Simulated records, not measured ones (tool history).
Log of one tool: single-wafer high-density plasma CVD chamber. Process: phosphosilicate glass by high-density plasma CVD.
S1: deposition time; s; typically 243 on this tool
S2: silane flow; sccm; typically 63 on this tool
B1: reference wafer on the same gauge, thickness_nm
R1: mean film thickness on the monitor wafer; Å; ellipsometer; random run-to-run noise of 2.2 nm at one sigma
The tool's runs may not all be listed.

run   hour   S1  S2        B1        R1
  1      0  243  63  1690.209  15668.88
  2   11.5  243  63   1690.03   15637.2
  3   19.6  243  63  1690.169  15638.33
  4     29  243  63  1690.259  15676.52
  5   43.7  272  63  1690.202  17528.86
        57  -- gauge calibrated
  6   59.6  272  63  1690.611  17497.01
  7   74.1  272  63  1690.471  17497.15
  8   81.2  243  63  1690.174  15692.12
  9   89.5  243  63  1689.649   15647.2
 10     97  243  63  1690.477  15633.65
 11  112.2  243  63  1689.668  15611.29
 12  125.4  243  63  1690.107  15674.63
 13  141.9  243  63  1690.131  15660.76
 14  157.9  243  63  1689.993  15607.64
 15  164.6  256  63   1690.16  16490.99
 16  176.4  243  63  1690.433     15668
 17  188.4  243  63  1690.234  15698.49
 18    202  243  63  1691.003   15642.3
 19    219  243  63  1689.927  15647.09
 20  225.3  243  63  1690.299   15655.2
 21  238.8  216  63   1689.37   13940.9
 22    246  216  63  1688.859  13902.65
 23  262.3  283  63  1691.249  18271.06
 24  273.1  243  70  1690.491  17369.37
 25  285.4  243  63  1690.299  15665.97
 26  295.7  259  74  1690.407   19621.4
 27  312.6  243  75  1689.972  18617.08
     325.8  -- silane flow controller replaced
 28  326.3  243  63  1689.576  14933.31
 29    334  243  63  1690.617  14938.12
 30  346.3  243  55  1690.924  13028.03
 31  356.7  243  63  1689.308  14985.02
 32  369.4  279  53   1690.34  14465.15
 33  378.9  216  63  1689.917  13312.39
     391.1  -- gauge calibrated
 34  391.5  271  74  1690.877  19676.78
 35  405.2  266  52  1690.304  13552.09
 36  420.7  282  54   1690.61  14934.29
 37  427.4  283  55  1689.231  15244.14
 38  435.8  243  63  1689.721  15020.33
 39  451.3  227  58  1690.433  12881.13
 40  466.4  243  63   1690.47  15032.85
 41  481.4  243  63   1689.62  15026.98
 42  489.2  204  70   1689.18  14036.05
 43  504.9  243  63   1689.07  15010.62
 44  512.9  226  63  1690.824  14021.82

Forecast each of these 4 alternatives for the next run:
  A  513.4  243  63   ?   ?
  B  513.4  214  54   ?   ?
  C  513.4  270  69   ?   ?
  D  513.4  278  63   ?   ?

run        B1        R1
  A  1691.033  15081.26
  B  1691.033  11384.09
  C  1691.033  18352.86
  D  1691.033  17253.46
The same runs, with their run-to-run variation unchanged, on a tool lacking any hidden condition would have given:
run        R1
  A  14907.33
  B   11252.8
  C   18141.2
  D  17054.48
